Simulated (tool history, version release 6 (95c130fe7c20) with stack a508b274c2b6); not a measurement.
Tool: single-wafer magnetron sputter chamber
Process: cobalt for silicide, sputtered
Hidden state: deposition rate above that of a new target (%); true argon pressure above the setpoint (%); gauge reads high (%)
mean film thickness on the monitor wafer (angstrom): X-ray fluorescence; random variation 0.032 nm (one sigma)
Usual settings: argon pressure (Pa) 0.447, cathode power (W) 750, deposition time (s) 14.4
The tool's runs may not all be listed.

run,day,argon pressure (Pa),cathode power (W),deposition time (s),wafers since the last listed run,wafers on the sputter target,hours since the last manometer calibration,hours since the magnet pack was replaced,hours since the gauge calibration,"read-back reference wafer on the same gauge, thickness_nm",mean film thickness on the monitor wafer (angstrom)
1,0.000,0.447,750,14.4,0,4244,702.5,4307.6,77.3,4.461,54.95
2,3.879,0.447,750,14.4,1632,5876,795.6,4400.7,170.4,4.469,55.28
3,5.596,0.447,750,12.9,722,6598,836.8,4441.9,211.6,4.465,49.12
# day 7.658: sputter target and shields replaced
4,8.929,0.447,750,12.9,1262,534,916.8,4521.9,291.6,4.471,49.72
5,10.542,0.543,750,14.4,678,1213,955.5,4560.6,330.3,4.471,53.39
6,12.271,0.543,750,14.4,727,1940,997.0,4602.1,371.8,4.466,53.24
7,15.788,0.543,750,14.4,1479,3420,1081.4,4686.5,456.2,4.471,53.60
8,18.738,0.572,750,13.1,1241,4661,1152.2,4757.3,527.0,4.476,47.98
9,21.700,0.447,750,14.4,1246,5908,1223.3,4828.4,598.1,4.471,54.74
10,25.967,0.447,750,14.4,1795,7703,1325.7,4930.8,700.5,4.463,55.27
# day 26.846: gauge calibrated
# day 28.758: sputter target and shields replaced
11,28.779,0.447,750,14.4,1043,8,1393.2,4998.3,46.4,4.466,54.79
12,32.608,0.447,950,15.3,1611,1619,1485.1,5090.2,138.3,4.470,72.62
# day 33.542: capacitance manometer re-zeroed and calibrated
13,35.621,0.388,700,16.6,1127,2747,49.9,5162.5,210.6,4.468,60.47
14,38.738,0.447,750,12.8,1311,4058,124.7,5237.3,285.4,4.470,48.73
# day 39.650: magnet pack replaced
15,42.175,0.447,550,13.3,1306,5364,207.2,60.6,367.9,4.472,38.50
# day 45.521: sputter target and shields replaced
16,45.933,0.584,750,14.4,1441,173,297.4,150.8,458.1,4.476,52.23
17,49.183,0.339,750,16.9,1367,1540,375.4,228.8,536.1,4.473,66.60
18,51.638,0.570,750,14.4,1032,2573,434.3,287.7,595.0,4.473,52.43
19,55.671,0.447,750,14.4,1696,4270,531.1,384.5,691.8,4.469,55.20
20,59.642,0.447,900,11.9,1670,5941,626.4,479.8,787.1,4.466,54.17

4 ways to go on from here, each from the tool as it stands after run 20. What would each give?
A,59.658,0.447,850,14.4,7,5948,626.8,480.2,787.5,?,?
B,59.658,0.447,750,11.7,7,5948,626.8,480.2,787.5,?,?
C,59.658,0.447,750,13.1,7,5948,626.8,480.2,787.5,?,?
D,59.658,0.447,700,14.4,7,5948,626.8,480.2,787.5,?,?

run,"read-back reference wafer on the same gauge, thickness_nm",mean film thickness on the monitor wafer (angstrom)
A,4.477,61.86
B,4.477,44.66
C,4.477,50.00
D,4.477,51.52
Without the tool's hidden state the same runs would have given:
run,mean film thickness on the monitor wafer (angstrom)
A,61.86
B,44.66
C,50.00
D,51.52
